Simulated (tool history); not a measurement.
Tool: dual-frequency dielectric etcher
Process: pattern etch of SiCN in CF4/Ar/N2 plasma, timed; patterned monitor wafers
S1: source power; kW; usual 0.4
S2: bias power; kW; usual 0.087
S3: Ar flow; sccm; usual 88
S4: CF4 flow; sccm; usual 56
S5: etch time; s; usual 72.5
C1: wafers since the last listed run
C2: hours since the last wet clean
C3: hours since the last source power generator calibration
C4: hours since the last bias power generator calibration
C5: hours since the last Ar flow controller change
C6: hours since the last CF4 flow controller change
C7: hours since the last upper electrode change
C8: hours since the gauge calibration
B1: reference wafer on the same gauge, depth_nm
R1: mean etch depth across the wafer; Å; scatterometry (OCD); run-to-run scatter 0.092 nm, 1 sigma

run 1 hour=0 | S1=0.4 S2=0.087 S3=88 S4=56 S5=72.5 | C1=0 C2=48.9 C3=3.2 C4=3354.9 C5=4517.2 C6=5481 C7=4505 C8=264.1 | B1=61.8 | R1=613
run 2 hour=8 | S1=0.4 S2=0.087 S3=88 S4=56 S5=72.5 | C1=122 C2=56.9 C3=11.2 C4=3362.9 C5=4525.2 C6=5489 C7=4513 C8=272.1 | B1=61.8 | R1=610
run 3 hour=32.7 | S1=0.4 S2=0.087 S3=88 S4=56 S5=72.5 | C1=377 C2=81.6 C3=35.9 C4=3387.6 C5=4549.9 C6=5513.7 C7=4537.7 C8=296.8 | B1=61.8 | R1=611
run 4 hour=39 | S1=0.4 S2=0.096 S3=88 S4=56 S5=72.5 | C1=96 C2=87.9 C3=42.2 C4=3393.9 C5=4556.2 C6=5520 C7=4544 C8=303.1 | B1=61.8 | R1=628
run 5 hour=56.8 | S1=0.36 S2=0.087 S3=68 S4=56 S5=72.5 | C1=271 C2=105.7 C3=60 C4=3411.7 C5=4574 C6=5537.8 C7=4561.8 C8=320.9 | B1=61.8 | R1=578
run 6 hour=65.3 | S1=0.46 S2=0.087 S3=88 S4=48 S5=72.5 | C1=129 C2=114.2 C3=68.5 C4=3420.2 C5=4582.5 C6=5546.3 C7=4570.3 C8=329.4 | B1=61.8 | R1=679
run 7 hour=75.4 | S1=0.4 S2=0.087 S3=88 S4=56 S5=72.5 | C1=154 C2=124.3 C3=78.6 C4=3430.3 C5=4592.6 C6=5556.4 C7=4580.4 C8=339.5 | B1=61.8 | R1=609
-- hour=85.4 gauge calibrated
run 8 hour=87.4 | S1=0.33 S2=0.1 S3=81 S4=56 S5=66 | C1=183 C2=136.3 C3=90.6 C4=3442.3 C5=4604.6 C6=5568.4 C7=4592.4 C8=2 | B1=61.8 | R1=486
run 9 hour=94.4 | S1=0.4 S2=0.098 S3=79 S4=56 S5=72.5 | C1=106 C2=143.3 C3=97.6 C4=3449.3 C5=4611.6 C6=5575.4 C7=4599.4 C8=9 | B1=61.8 | R1=644
run 10 hour=101.8 | S1=0.4 S2=0.087 S3=88 S4=56 S5=72.5 | C1=113 C2=150.7 C3=105 C4=3456.7 C5=4619 C6=5582.8 C7=4606.8 C8=16.4 | B1=61.8 | R1=608
-- hour=110.9 Ar flow controller replaced
-- hour=117.1 bias power generator calibrated
-- hour=128.5 upper electrode replaced
-- hour=134.3 CF4 flow controller replaced
run 11 hour=134.8 | S1=0.4 S2=0.087 S3=88 S4=56 S5=72.5 | C1=88 C2=183.7 C3=138 C4=17.7 C5=23.9 C6=0.5 C7=6.3 C8=49.4 | B1=61.8 | R1=605
run 12 hour=135.1 | S1=0.45 S2=0.094 S3=88 S4=56 S5=57.5 | C1=4 C2=184 C3=138.3 C4=18 C5=24.2 C6=0.8 C7=6.6 C8=49.7 | B1=61.8 | R1=553
run 13 hour=139.6 | S1=0.4 S2=0.087 S3=79 S4=56 S5=86 | C1=68 C2=188.5 C3=142.8 C4=22.5 C5=28.7 C6=5.3 C7=11.1 C8=54.2 | B1=61.8 | R1=733
run 14 hour=159.1 | S1=0.47 S2=0.065 S3=88 S4=56 S5=91.5 | C1=297 C2=208 C3=162.3 C4=42 C5=48.2 C6=24.8 C7=30.6 C8=73.7 | B1=61.8 | R1=814
run 15 hour=176.7 | S1=0.4 S2=0.087 S3=88 S4=56 S5=72.5 | C1=268 C2=225.6 C3=179.9 C4=59.6 C5=65.8 C6=42.4 C7=48.2 C8=91.3 | B1=61.8 | R1=605
run 16 hour=184.6 | S1=0.4 S2=0.087 S3=88 S4=56 S5=90.5 | C1=120 C2=233.5 C3=187.8 C4=67.5 C5=73.7 C6=50.3 C7=56.1 C8=99.2 | B1=61.8 | R1=753

Estimate the outcome of run 17 from the log above:
run 17 hour=196.4 | S1=0.36 S2=0.078 S3=88 S4=56 S5=80 | C1=180 C2=245.3 C3=199.6 C4=79.3 C5=85.5 C6=62.1 C7=67.9 C8=111 | B1=? | R1=?

{"run 17": {"B1": 61.8, "R1": 581}}
If the tool had no hidden condition, the same run with the same run-to-run variation would have returned R1 593 Å.

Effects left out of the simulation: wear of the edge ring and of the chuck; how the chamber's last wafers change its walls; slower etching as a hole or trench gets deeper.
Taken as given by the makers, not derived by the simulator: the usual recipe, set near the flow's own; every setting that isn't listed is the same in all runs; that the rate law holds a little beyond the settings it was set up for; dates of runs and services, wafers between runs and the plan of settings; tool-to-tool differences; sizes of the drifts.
